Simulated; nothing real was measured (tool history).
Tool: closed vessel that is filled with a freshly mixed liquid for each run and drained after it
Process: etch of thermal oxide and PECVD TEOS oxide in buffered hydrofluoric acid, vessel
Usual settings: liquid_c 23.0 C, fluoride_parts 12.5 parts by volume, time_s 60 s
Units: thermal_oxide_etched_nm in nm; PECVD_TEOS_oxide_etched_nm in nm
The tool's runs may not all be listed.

run   hour  liquid_c  fluoride_parts  time_s  wafers since the last listed run  hours since the thermometer was replaced  hours since the hydrofluoric acid flow meter was replaced  hours since the gauge calibration  read-back film thickness of the thermal oxide reference wafer, read on the same gauge (nm)  read-back film thickness of the PECVD TEOS oxide reference wafer, read on the same gauge (nm)  thermal_oxide_etched_nm  PECVD_TEOS_oxide_etched_nm
  1    0.0      23.0            12.5      60                                 0                                      39.1                                                      817.9                              608.6                                                                                       99.94                                                                                         129.98                    45.58                       77.79
       7.2  -- gauge calibrated
  2   11.9      23.0            12.5      60                              1680                                      51.0                                                      829.8                                4.7                                                                                      100.00                                                                                         130.00                    45.30                       76.92
  3   26.2      27.0            12.5      60                              2018                                      65.3                                                      844.1                               19.0                                                                                      100.05                                                                                         130.00                    55.88                       95.92
  4   44.0      23.0            12.5      60                              2513                                      83.1                                                      861.9                               36.8                                                                                       99.97                                                                                         129.99                    44.24                       76.16
  5   54.2      24.5            15.0      50                              1440                                      93.3                                                      872.1                               47.0                                                                                      100.01                                                                                         129.98                    34.16                       57.70
      64.7  -- hydrofluoric acid flow meter replaced
  6   66.6      23.0            10.0      60                              1609                                     105.7                                                        1.9                               59.4                                                                                      100.01                                                                                         130.00                    62.31                      105.72
  7   77.9      23.0            12.5      60                              1595                                     117.0                                                       13.2                               70.7                                                                                      100.00                                                                                         130.01                    50.27                       84.07
  8   91.4      26.5            14.5      35                              1905                                     130.5                                                       26.7                               84.2                                                                                      100.00                                                                                         129.99                    30.27                       52.12
  9  102.7      23.0            12.5      60                              1595                                     141.8                                                       38.0                               95.5                                                                                       99.98                                                                                         129.99                    50.12                       84.16
 10  113.2      18.5            12.5      40                              1482                                     152.3                                                       48.5                              106.0                                                                                      100.03                                                                                         130.01                    25.84                       43.47
 11  126.1      23.0            16.0      60                              1821                                     165.2                                                       61.4                              118.9                                                                                       99.97                                                                                         129.99                    38.89                       65.51
 12  139.1      19.5            12.5      60                              1835                                     178.2                                                       74.4                              131.9                                                                                       99.98                                                                                         130.00                    40.99                       69.50
 13  149.1      28.0             9.0      50                              1411                                     188.2                                                       84.4                              141.9                                                                                       99.97                                                                                         130.00                    71.58                      121.92
 14  162.6      23.0             9.0      60                              1905                                     201.7                                                       97.9                              155.4                                                                                      100.01                                                                                         130.00                    66.31                      111.42
 15  173.6      23.0            12.5      60                              1553                                     212.7                                                      108.9                              166.4                                                                                       99.99                                                                                         129.97                    49.21                       83.94
 16  181.8      19.5            14.5      60                              1157                                     220.9                                                      117.1                              174.6                                                                                       99.98                                                                                         129.99                    35.03                       58.60
 17  190.7      27.5            12.5      60                              1256                                     229.8                                                      126.0                              183.5                                                                                       99.99                                                                                         130.01                    62.58                      106.27
 18  197.3      19.0            16.5      95                               931                                     236.4                                                      132.6                              190.1                                                                                      100.03                                                                                         130.02                    47.13                       79.31
 19  205.8      27.5            16.5      40                              1200                                     244.9                                                      141.1                              198.6                                                                                      100.03                                                                                         130.02                    31.83                       53.37
 20  213.8      26.5            17.0      60                              1129                                     252.9                                                      149.1                              206.6                                                                                       99.98                                                                                         129.98                    43.81                       74.54
 21  229.5      27.0            12.5      70                              2216                                     268.6                                                      164.8                              222.3                                                                                      100.00                                                                                         130.02                    70.64                      119.08
 22  247.3      26.0            12.5      45                              2513                                     286.4                                                      182.6                              240.1                                                                                       99.95                                                                                         130.00                    42.81                       73.19
 23  255.6      23.0            12.5      60                              1171                                     294.7                                                      190.9                              248.4                                                                                       99.98                                                                                         130.00                    48.98                       82.83
 24  263.5      23.0            17.0      85                              1115                                     302.6                                                      198.8                              256.3                                                                                       99.98                                                                                         130.01                    50.53                       85.48
 25  277.3      24.5             7.5      95                              1948                                     316.4                                                      212.6                              270.1                                                                                      100.00                                                                                         130.01                   133.74                      227.25

5 ways to go on from here, each from the tool as it stands after run 25. What would each give?
  A  278.0      23.0            12.5      60                                98                                     317.1                                                      213.3                              270.8                                                                                           ?                                                                                              ?                        ?                           ?
  B  278.0      21.5            15.0      90                                98                                     317.1                                                      213.3                              270.8                                                                                           ?                                                                                              ?                        ?                           ?
  C  278.0      27.5            16.0      45                                98                                     317.1                                                      213.3                              270.8                                                                                           ?                                                                                              ?                        ?                           ?
  D  278.0      25.0             9.0      70                                98                                     317.1                                                      213.3                              270.8                                                                                           ?                                                                                              ?                        ?                           ?
  E  278.0      23.0            15.5      60                                98                                     317.1                                                      213.3                              270.8                                                                                           ?                                                                                              ?                        ?                           ?

run  read-back film thickness of the thermal oxide reference wafer, read on the same gauge (nm)  read-back film thickness of the PECVD TEOS oxide reference wafer, read on the same gauge (nm)  thermal_oxide_etched_nm  PECVD_TEOS_oxide_etched_nm
  A                                                                                      100.01                                                                                         130.02                    48.03                       81.39
  B                                                                                      100.01                                                                                         130.02                    55.44                       93.94
  C                                                                                      100.01                                                                                         130.02                    36.11                       61.18
  D                                                                                      100.01                                                                                         130.02                    83.83                      142.05
  E                                                                                      100.01                                                                                         130.02                    38.89                       65.89
Without the tool's hidden state the same runs would have given:
run  thermal_oxide_etched_nm  PECVD_TEOS_oxide_etched_nm
  A                    50.52                       85.60
  B                    58.33                       98.83
  C                    37.95                       64.30
  D                    87.31                      147.94
  E                    40.90                       69.31

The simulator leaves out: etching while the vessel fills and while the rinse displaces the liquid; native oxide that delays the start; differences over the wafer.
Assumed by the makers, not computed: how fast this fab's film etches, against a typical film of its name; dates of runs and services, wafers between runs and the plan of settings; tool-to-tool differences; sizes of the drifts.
